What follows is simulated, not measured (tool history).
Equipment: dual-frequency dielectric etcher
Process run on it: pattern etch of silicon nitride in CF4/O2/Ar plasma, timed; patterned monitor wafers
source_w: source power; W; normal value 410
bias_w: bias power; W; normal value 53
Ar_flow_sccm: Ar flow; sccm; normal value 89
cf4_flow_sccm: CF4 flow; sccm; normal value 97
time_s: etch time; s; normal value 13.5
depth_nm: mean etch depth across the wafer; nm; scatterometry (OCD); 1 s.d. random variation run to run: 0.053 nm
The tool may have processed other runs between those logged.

| run | hour | source_w | bias_w | Ar_flow_sccm | cf4_flow_sccm | time_s | wafers since the last listed run | hours since the last wet clean | hours since the last source power generator calibration | hours since the last bias power generator calibration | hours since the last Ar flow controller change | hours since the last CF4 flow controller change | hours since the last upper electrode change | hours since the gauge calibration | read-back reference wafer on the same gauge, depth_nm | depth_nm |
|---|---|---|---|---|---|---|---|---|---|---|---|---|---|---|---|---|
| 1 | 0 | 460 | 53 | 74 | 97 | 17 | 0 | 443.9 | 1398.7 | 3632.3 | 584.3 | 461.5 | 203.2 | 2195.1 | 28.49 | 35.18 |
|  | 5.1 | gauge calibrated |
| 2 | 42 | 410 | 58 | 107 | 97 | 13.5 | 735 | 485.9 | 1440.7 | 3674.3 | 626.3 | 503.5 | 245.2 | 36.9 | 28.48 | 25.58 |
|  | 94 | wet clean of the chamber |
| 3 | 133.3 | 410 | 53 | 89 | 97 | 13.5 | 1178 | 39.3 | 1532 | 3765.6 | 717.6 | 594.8 | 336.5 | 128.2 | 28.5 | 24.98 |
| 4 | 354.7 | 410 | 53 | 89 | 97 | 13.5 | 3876 | 260.7 | 1753.4 | 3987 | 939 | 816.2 | 557.9 | 349.6 | 28.51 | 25.02 |
| 5 | 419.2 | 410 | 53 | 79 | 87 | 13.5 | 1129 | 325.2 | 1817.9 | 4051.5 | 1003.5 | 880.7 | 622.4 | 414.1 | 28.52 | 25.02 |
| 6 | 500.1 | 410 | 53 | 89 | 97 | 13.5 | 1416 | 406.1 | 1898.8 | 4132.4 | 1084.4 | 961.6 | 703.3 | 495 | 28.48 | 24.96 |
| 7 | 548.4 | 470 | 53 | 89 | 97 | 13.5 | 845 | 454.4 | 1947.1 | 4180.7 | 1132.7 | 1009.9 | 751.6 | 543.3 | 28.51 | 27.83 |
| 8 | 641.4 | 410 | 53 | 89 | 97 | 13.5 | 1628 | 547.4 | 2040.1 | 4273.7 | 1225.7 | 1102.9 | 844.6 | 636.3 | 28.51 | 24.89 |
|  | 736.9 | wet clean of the chamber |
| 9 | 737.4 | 360 | 53 | 89 | 92 | 13.5 | 1260 | 0.5 | 2136.1 | 4369.7 | 1321.7 | 1198.9 | 940.6 | 732.3 | 28.52 | 22.54 |
|  | 743.1 | bias power generator calibrated |
|  | 788.3 | source power generator calibrated |
| 10 | 788.8 | 410 | 53 | 96 | 97 | 13.5 | 759 | 51.9 | 0.5 | 45.7 | 1373.1 | 1250.3 | 992 | 783.7 | 28.48 | 24.74 |
| 11 | 832.8 | 410 | 61 | 89 | 97 | 13.5 | 770 | 95.9 | 44.5 | 89.7 | 1417.1 | 1294.3 | 1036 | 827.7 | 28.49 | 26.55 |
| 12 | 890.1 | 410 | 53 | 89 | 97 | 17 | 1003 | 153.2 | 101.8 | 147 | 1474.4 | 1351.6 | 1093.3 | 885 | 28.51 | 31.45 |
| 13 | 944.7 | 470 | 46 | 96 | 97 | 11 | 956 | 207.8 | 156.4 | 201.6 | 1529 | 1406.2 | 1147.9 | 939.6 | 28.51 | 21.06 |
| 14 | 1026.4 | 460 | 53 | 89 | 97 | 15.5 | 1430 | 289.5 | 238.1 | 283.3 | 1610.7 | 1487.9 | 1229.6 | 1021.3 | 28.5 | 31.28 |
| 15 | 1071.9 | 410 | 62 | 89 | 84 | 13.5 | 796 | 335 | 283.6 | 328.8 | 1656.2 | 1533.4 | 1275.1 | 1066.8 | 28.51 | 26.4 |
| 16 | 1108.8 | 410 | 60 | 105 | 97 | 10 | 646 | 371.9 | 320.5 | 365.7 | 1693.1 | 1570.3 | 1312 | 1103.7 | 28.51 | 19.31 |
| 17 | 1195.2 | 410 | 65 | 100 | 112 | 13.5 | 1512 | 458.3 | 406.9 | 452.1 | 1779.5 | 1656.7 | 1398.4 | 1190.1 | 28.52 | 27.66 |
| 18 | 1232.8 | 330 | 45 | 89 | 77 | 13.5 | 658 | 495.9 | 444.5 | 489.7 | 1817.1 | 1694.3 | 1436 | 1227.7 | 28.5 | 19.01 |

Run 19, settings as shown, results not yet in. Your forecast:
| 19 | 1311.9 | 320 | 53 | 96 | 111 | 13.5 | 1385 | 575 | 523.6 | 568.8 | 1896.2 | 1773.4 | 1515.1 | 1306.8 | ? | ? |

read-back reference wafer on the same gauge, depth_nm: 28.5
depth_nm: 20.95 nm
On a tool with no hidden condition, and with the same random variation, this run would have come out at depth_nm 20.95 nm.

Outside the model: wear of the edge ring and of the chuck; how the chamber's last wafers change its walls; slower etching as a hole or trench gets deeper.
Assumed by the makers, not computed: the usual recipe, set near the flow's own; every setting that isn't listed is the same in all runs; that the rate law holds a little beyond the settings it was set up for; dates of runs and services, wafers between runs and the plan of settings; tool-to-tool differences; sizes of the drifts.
